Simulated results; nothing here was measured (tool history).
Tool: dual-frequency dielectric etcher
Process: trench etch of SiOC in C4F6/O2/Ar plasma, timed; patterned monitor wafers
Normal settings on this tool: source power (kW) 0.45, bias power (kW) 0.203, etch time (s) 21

run     day  source power (kW)  bias power (kW)  etch time (s)  read-back reference wafer on the same gauge, depth_nm  mean etch depth across the wafer (angstrom)
  1       0               0.45            0.203             21                                                  46.79                                        477.1
  2   4.329               0.45            0.203             21                                                  46.79                                        470.2
  3   6.729               0.45            0.203             21                                                  46.81                                        469.5
  4   9.288               0.45            0.203             21                                                  46.76                                        472.6
  5  13.029               0.45            0.203             21                                                   46.8                                        466.3
  6  15.092               0.45            0.203           16.5                                                  46.86                                          367
     18.296  -- wet clean of the chamber
  7  19.096               0.45            0.203             21                                                  46.84                                        474.5
     22.838  -- gauge calibrated
  8  23.012               0.45            0.203             21                                                  46.82                                          473
  9  25.479               0.45            0.203             21                                                   46.8                                        470.8
 10  29.688                0.5            0.203             21                                                  46.81                                          484
 11   33.95                0.5            0.203             21                                                  46.74                                        483.7
 12  36.071                0.5            0.203             21                                                  46.83                                        479.5
      39.95  -- upper electrode replaced
     40.762  -- wet clean of the chamber
 13  40.783                0.5            0.185             17                                                  46.83                                        389.5
 14  42.096               0.37            0.203             19                                                  46.82                                        402.7
 15  43.829               0.36            0.155           24.5                                                  46.82                                        479.8
     46.375  -- bias power generator calibrated
 16   47.95               0.45            0.158             21                                                   46.8                                        441.9
 17  51.458               0.45            0.203             21                                                  46.79                                        470.8
      53.65  -- source power generator calibrated
 18  54.629               0.45            0.203             21                                                  46.81                                        464.7
 19  57.292               0.45            0.203           16.5                                                  46.85                                        366.1
 20  61.562               0.45            0.203           17.5                                                  46.84                                        383.3
 21  63.862               0.52            0.226             18                                                  46.83                                        429.7
     65.646  -- wet clean of the chamber
 22  66.504               0.45            0.203           24.5                                                  46.77                                        557.7
 23  69.329               0.56            0.245             21                                                   46.8                                        537.8
     70.692  -- gauge calibrated
 24  72.662               0.45            0.181             21                                                  46.77                                        454.7

Consider 4 possible next runs. They are alternatives, not a sequence: every one starts from the tool as it was left by run 24. What does each give?
  A  72.679               0.45            0.203             21                                                      ?                                            ?
  B  72.679                0.4            0.203           24.5                                                      ?                                            ?
  C  72.679               0.45            0.188             21                                                      ?                                            ?
  D  72.679               0.35            0.243           19.5                                                      ?                                            ?

run  read-back reference wafer on the same gauge, depth_nm  mean etch depth across the wafer (angstrom)
  A                                                  46.76                                        470.7
  B                                                  46.76                                        528.4
  C                                                  46.76                                        460.9
  D                                                  46.76                                        424.7
Without the tool's hidden state the same runs would have given:
run  mean etch depth across the wafer (angstrom)
  A                                        474.4
  B                                        532.6
  C                                        464.5
  D                                          428
